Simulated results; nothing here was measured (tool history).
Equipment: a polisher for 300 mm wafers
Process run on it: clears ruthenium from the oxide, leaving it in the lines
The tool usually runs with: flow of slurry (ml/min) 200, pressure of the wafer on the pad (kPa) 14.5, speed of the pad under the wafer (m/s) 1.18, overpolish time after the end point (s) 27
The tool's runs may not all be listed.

run,day,flow of slurry (ml/min),pressure of the wafer on the pad (kPa),speed of the pad under the wafer (m/s),overpolish time after the end point (s),wafers since the last listed run,wafers polished on this pad,hours since the slurry nozzle was cleaned,hours since the head pressure was calibrated,"incoming thickness of the incoming film, nm",time until the end point was called (s)
1,0.000,200,14.5,1.18,27,0,703,13.8,938.8,120.2,85.2
2,2.454,200,14.5,1.18,27,398,1102,72.7,997.7,118.7,84.2
3,4.400,200,14.5,1.18,27,315,1417,119.4,1044.4,121.9,89.1
# day 8.738: head pressure recalibrated
# day 11.133: worn pad replaced by a new one
4,17.596,200,14.5,1.18,27,2100,1048,436.1,212.6,122.0,92.4
5,19.996,200,14.5,1.18,27,389,1437,493.7,270.2,120.7,93.3
6,25.512,200,14.5,1.18,27,895,2333,626.1,402.6,119.0,90.1
# day 26.608: slurry nozzle cleaned
# day 27.679: worn pad replaced by a new one
7,29.392,180,14.5,1.18,31,595,277,66.8,495.7,120.2,92.0
8,32.708,180,14.5,1.18,31,538,815,146.4,575.3,119.7,90.9
9,35.700,180,14.5,1.18,31,485,1301,218.2,647.1,119.8,91.1
10,37.767,265,9.7,1.50,12,335,1636,267.8,696.7,119.4,101.7
11,40.354,200,14.5,1.18,27,419,2056,329.9,758.8,119.5,85.6
12,43.308,135,10.3,1.38,27,479,2536,400.8,829.7,120.5,109.0
# day 44.900: worn pad replaced by a new one
13,47.429,250,15.9,1.34,20,641,410,499.7,928.6,118.0,68.8
14,49.912,200,14.5,1.18,16,402,813,559.3,988.2,120.6,84.3
# day 52.883: head pressure recalibrated
# day 54.038: slurry nozzle cleaned
# day 60.500: worn pad replaced by a new one
15,61.592,200,14.5,1.18,27,1847,177,181.3,209.0,121.4,96.1
16,65.371,270,14.5,1.18,35,613,790,272.0,299.7,120.3,88.7
17,68.625,200,14.5,1.18,27,528,1318,350.1,377.8,121.3,92.4
18,72.133,200,13.1,1.02,27,569,1887,434.3,462.0,119.1,120.4
19,75.600,200,14.5,1.18,27,562,2450,517.5,545.2,119.7,88.4

Selected run-to-run steps in time until the end point was called (s), each split into two signed amounts: the part the tool would show with no hidden state at all (from settings, incoming material and random variation), and the remainder, which goes to the hidden state together with any gauge scatter not common to the measured and the hidden-state-free results:
Hidden state present: removal rate lost through wear of the pad, %; slurry flow missing at the pad, %; deviation of the head's pressure from its setpoint, %.
Run 12 -> 13: flow of slurry (ml/min) 135 -> 250, pressure of the wafer on the pad (kPa) 10.3 -> 15.9, speed of the pad under the wafer (m/s) 1.38 -> 1.34, overpolish time after the end point (s) 27 -> 20, worn pad replaced by a new one. time until the end point was called (s) -40.2: hidden state +3.1, all else -43.3.
Run 14 -> 15: overpolish time after the end point (s) 16 -> 27, head pressure recalibrated, slurry nozzle cleaned, worn pad replaced by a new one. time until the end point was called (s) +11.8: hidden state +8.4, all else +3.4.
